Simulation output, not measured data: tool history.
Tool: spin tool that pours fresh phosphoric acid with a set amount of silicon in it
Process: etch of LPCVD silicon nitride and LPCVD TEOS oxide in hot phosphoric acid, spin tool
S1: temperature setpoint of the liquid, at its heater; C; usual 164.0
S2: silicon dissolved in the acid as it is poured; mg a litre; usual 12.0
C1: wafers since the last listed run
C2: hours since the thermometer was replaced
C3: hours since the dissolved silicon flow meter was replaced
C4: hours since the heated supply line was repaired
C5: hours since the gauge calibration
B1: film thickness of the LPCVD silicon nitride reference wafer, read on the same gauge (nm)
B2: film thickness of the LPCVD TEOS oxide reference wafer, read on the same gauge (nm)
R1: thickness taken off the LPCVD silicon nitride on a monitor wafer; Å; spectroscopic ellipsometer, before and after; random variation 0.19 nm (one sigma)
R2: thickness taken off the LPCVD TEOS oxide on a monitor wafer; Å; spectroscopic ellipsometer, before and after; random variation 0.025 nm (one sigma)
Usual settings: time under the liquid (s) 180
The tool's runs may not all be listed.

run 1 hour=0.0 | S1=164.0 S2=6.5 time_under_the_liquid_(s)=180 | C1=0 C2=272.6 C3=1559.1 C4=2237.0 C5=841.6 | B1=140.00 B2=30.024 | R1=211.6 R2=9.67
run 2 hour=31.2 | S1=166.0 S2=12.0 time_under_the_liquid_(s)=180 | C1=282 C2=303.8 C3=1590.3 C4=2268.2 C5=872.8 | B1=140.01 B2=29.987 | R1=225.3 R2=9.93
run 3 hour=98.6 | S1=164.0 S2=12.0 time_under_the_liquid_(s)=180 | C1=609 C2=371.2 C3=1657.7 C4=2335.6 C5=940.2 | B1=140.03 B2=30.001 | R1=212.5 R2=8.52
run 4 hour=161.1 | S1=165.0 S2=12.0 time_under_the_liquid_(s)=180 | C1=564 C2=433.7 C3=1720.2 C4=2398.1 C5=1002.7 | B1=139.99 B2=30.003 | R1=219.8 R2=9.36
run 5 hour=206.9 | S1=165.0 S2=12.0 time_under_the_liquid_(s)=180 | C1=413 C2=479.5 C3=1766.0 C4=2443.9 C5=1048.5 | B1=140.03 B2=30.019 | R1=217.3 R2=8.97
-- hour=218.0 thermometer replaced
run 6 hour=232.6 | S1=165.0 S2=12.0 time_under_the_liquid_(s)=180 | C1=223 C2=14.6 C3=1791.7 C4=2469.6 C5=1074.2 | B1=140.01 B2=30.001 | R1=208.1 R2=8.56
run 7 hour=302.4 | S1=164.0 S2=12.0 time_under_the_liquid_(s)=180 | C1=630 C2=84.4 C3=1861.5 C4=2539.4 C5=1144.0 | B1=140.00 B2=29.994 | R1=204.5 R2=8.12
run 8 hour=379.1 | S1=164.0 S2=12.0 time_under_the_liquid_(s)=180 | C1=693 C2=161.1 C3=1938.2 C4=2616.1 C5=1220.7 | B1=139.98 B2=29.994 | R1=207.1 R2=8.40
-- hour=422.3 heated supply line repaired
run 9 hour=423.8 | S1=166.5 S2=15.5 time_under_the_liquid_(s)=265 | C1=395 C2=205.8 C3=1982.9 C4=1.5 C5=1265.4 | B1=140.01 B2=29.993 | R1=333.0 R2=13.42
run 10 hour=484.7 | S1=164.0 S2=12.0 time_under_the_liquid_(s)=180 | C1=550 C2=266.7 C3=2043.8 C4=62.4 C5=1326.3 | B1=139.97 B2=30.006 | R1=208.7 R2=8.46
run 11 hour=553.1 | S1=166.0 S2=14.5 time_under_the_liquid_(s)=105 | C1=618 C2=335.1 C3=2112.2 C4=130.8 C5=1394.7 | B1=139.99 B2=30.010 | R1=133.9 R2=5.33
run 12 hour=596.5 | S1=164.0 S2=12.0 time_under_the_liquid_(s)=180 | C1=392 C2=378.5 C3=2155.6 C4=174.2 C5=1438.1 | B1=140.00 B2=29.987 | R1=212.2 R2=8.89
run 13 hour=634.9 | S1=161.5 S2=12.0 time_under_the_liquid_(s)=180 | C1=347 C2=416.9 C3=2194.0 C4=212.6 C5=1476.5 | B1=139.98 B2=29.997 | R1=198.5 R2=7.78
-- hour=640.0 gauge calibrated
-- hour=672.3 thermometer replaced
run 14 hour=696.6 | S1=167.0 S2=18.0 time_under_the_liquid_(s)=135 | C1=548 C2=24.3 C3=2255.7 C4=274.3 C5=56.6 | B1=140.02 B2=30.020 | R1=171.0 R2=6.19
run 15 hour=751.4 | S1=162.5 S2=7.5 time_under_the_liquid_(s)=180 | C1=495 C2=79.1 C3=2310.5 C4=329.1 C5=111.4 | B1=139.99 B2=30.010 | R1=193.3 R2=7.99
run 16 hour=783.4 | S1=164.0 S2=10.0 time_under_the_liquid_(s)=180 | C1=289 C2=111.1 C3=2342.5 C4=361.1 C5=143.4 | B1=140.01 B2=30.007 | R1=211.3 R2=8.68
-- hour=787.4 dissolved silicon flow meter replaced
run 17 hour=834.4 | S1=164.0 S2=12.0 time_under_the_liquid_(s)=180 | C1=451 C2=162.1 C3=47.0 C4=412.1 C5=194.4 | B1=139.98 B2=29.981 | R1=208.1 R2=8.31
run 18 hour=875.9 | S1=162.0 S2=4.0 time_under_the_liquid_(s)=120 | C1=375 C2=203.6 C3=88.5 C4=453.6 C5=235.9 | B1=140.01 B2=29.997 | R1=128.8 R2=5.54
run 19 hour=928.0 | S1=164.0 S2=4.5 time_under_the_liquid_(s)=180 | C1=470 C2=255.7 C3=140.6 C4=505.7 C5=288.0 | B1=140.01 B2=29.998 | R1=209.0 R2=10.62
run 20 hour=995.4 | S1=164.0 S2=12.0 time_under_the_liquid_(s)=180 | C1=609 C2=323.1 C3=208.0 C4=573.1 C5=355.4 | B1=140.00 B2=29.995 | R1=213.3 R2=9.03
run 21 hour=1052.6 | S1=161.0 S2=15.0 time_under_the_liquid_(s)=85 | C1=517 C2=380.3 C3=265.2 C4=630.3 C5=412.6 | B1=140.00 B2=29.978 | R1=92.5 R2=3.11
run 22 hour=1098.7 | S1=164.0 S2=12.0 time_under_the_liquid_(s)=215 | C1=416 C2=426.4 C3=311.3 C4=676.4 C5=458.7 | B1=140.00 B2=30.017 | R1=252.4 R2=10.60

Forecast each of these 4 alternatives for the next run:
run A hour=1099.2 | S1=164.0 S2=12.0 time_under_the_liquid_(s)=180 | C1=4 C2=426.9 C3=311.8 C4=676.9 C5=459.2 | B1=? B2=? | R1=? R2=?
run B hour=1099.2 | S1=164.0 S2=12.0 time_under_the_liquid_(s)=235 | C1=4 C2=426.9 C3=311.8 C4=676.9 C5=459.2 | B1=? B2=? | R1=? R2=?
run C hour=1099.2 | S1=164.0 S2=9.0 time_under_the_liquid_(s)=180 | C1=4 C2=426.9 C3=311.8 C4=676.9 C5=459.2 | B1=? B2=? | R1=? R2=?
run D hour=1099.2 | S1=162.0 S2=3.5 time_under_the_liquid_(s)=150 | C1=4 C2=426.9 C3=311.8 C4=676.9 C5=459.2 | B1=? B2=? | R1=? R2=?

run=A B1=140.00 B2=30.003 R1=213.9 R2=8.21
run=B B1=140.00 B2=30.003 R1=279.2 R2=10.72
run=C B1=140.00 B2=30.003 R1=213.9 R2=8.79
run=D B1=140.00 B2=30.003 R1=166.9 R2=7.09
Without the tool's hidden state the same runs would have given:
run=A R1=202.2 R2=7.26
run=B R1=264.0 R2=9.47
run=C R1=202.2 R2=7.76
run=D R1=157.7 R2=6.26
